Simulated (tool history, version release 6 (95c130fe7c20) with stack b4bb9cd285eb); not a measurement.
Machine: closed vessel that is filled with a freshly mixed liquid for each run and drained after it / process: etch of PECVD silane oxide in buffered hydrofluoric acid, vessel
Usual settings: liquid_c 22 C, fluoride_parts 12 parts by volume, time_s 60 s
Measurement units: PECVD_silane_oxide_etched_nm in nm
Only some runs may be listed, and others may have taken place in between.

run	day	liquid_c	fluoride_parts	time_s	read-back film thickness of the PECVD silane oxide reference wafer, read on the same gauge (nm)	PECVD_silane_oxide_etched_nm
1	0	25	12	60	30.02	90.74
2	1.608	26	12	50	29.97	79.15
3	5.9	26	12	50	30.01	80.03
4	8.05	26	12	50	30	80.85
5	12.346	22	9.5	60	29.95	95.07
6	15.412	22	9.5	60	30.04	94.35
7	17.975	20.5	12	60	30	70.77
8	21.133	20.5	12	60	30.02	71.2
9	24.646	20.5	12	60	30.01	71.25
10	28.142	22	12	85	29.99	110.65
# day 29.562: hydrofluoric acid flow meter replaced
# day 29.983: gauge calibrated
11	30.983	22	12	60	30.02	77.62
12	34.15	22	12	60	29.99	76.87
13	36.05	25	10	30	29.98	54.16
# day 36.975: thermometer replaced
14	39.917	22	13.5	40	29.99	45.46
15	42.483	22	12	40	30	51.83
16	44.833	18	7	50	30.02	86.03
17	47.738	22	12	60	30.01	77.56
18	49.612	22	12	60	30.01	76.34
19	51.179	22	12	35	30.03	45.41
20	54.412	22	12	60	30	77.26
21	56.875	22	15	30	30.02	31.24

Run 22 is up next; what results do you expect?
22	59.85	23.5	12	60	?	?

Run 22 came out at read-back film thickness of the PECVD silane oxide reference wafer, read on the same gauge (nm) 30.03, PECVD_silane_oxide_etched_nm 83.31 nm.
Had the tool carried no hidden state, the very same run would have given PECVD_silane_oxide_etched_nm 83.31 nm.
